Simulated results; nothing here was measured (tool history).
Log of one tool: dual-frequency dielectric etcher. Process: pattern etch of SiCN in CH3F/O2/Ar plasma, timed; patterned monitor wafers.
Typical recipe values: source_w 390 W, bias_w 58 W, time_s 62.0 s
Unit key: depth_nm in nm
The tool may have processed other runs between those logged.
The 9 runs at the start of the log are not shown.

run,hour,source_w,bias_w,time_s,wafers since the last listed run,hours since the last wet clean,hours since the last source power generator calibration,hours since the last bias power generator calibration,hours since the last upper electrode change,hours since the gauge calibration,"read-back reference wafer on the same gauge, depth_nm",depth_nm
10,780.2,480,58,62.0,760,601.5,562.3,4619.8,417.5,543.3,26.52,28.01
11,884.5,390,68,77.0,964,705.8,666.6,4724.1,521.8,647.6,26.50,31.88
# hour 900.6: bias power generator calibrated
# hour 944.9: wet clean of the chamber
12,945.4,460,58,53.0,304,0.5,727.5,44.8,582.7,708.5,26.49,23.17
13,1029.3,310,53,45.0,776,84.4,811.4,128.7,666.6,792.4,26.52,15.08
14,1068.4,390,51,54.0,361,123.5,850.5,167.8,705.7,831.5,26.50,20.67
15,1153.0,390,58,62.0,782,208.1,935.1,252.4,790.3,916.1,26.49,24.52
16,1243.9,420,46,54.0,840,299.0,1026.0,343.3,881.2,1007.0,26.51,21.27
17,1291.4,290,70,62.0,439,346.5,1073.5,390.8,928.7,1054.5,26.48,21.39
18,1340.8,460,58,75.5,457,395.9,1122.9,440.2,978.1,1103.9,26.48,33.26

Forecast run 19:
# hour 1566.2: wet clean of the chamber
19,1642.6,390,71,62.0,2569,76.4,1424.7,742.0,1279.9,1405.7,?,?

{"run 19": {"read-back reference wafer on the same gauge, depth_nm": 26.48, "depth_nm": 26.33}}
Minus the tool's unlogged condition, the same run would have read depth_nm 25.75 nm.

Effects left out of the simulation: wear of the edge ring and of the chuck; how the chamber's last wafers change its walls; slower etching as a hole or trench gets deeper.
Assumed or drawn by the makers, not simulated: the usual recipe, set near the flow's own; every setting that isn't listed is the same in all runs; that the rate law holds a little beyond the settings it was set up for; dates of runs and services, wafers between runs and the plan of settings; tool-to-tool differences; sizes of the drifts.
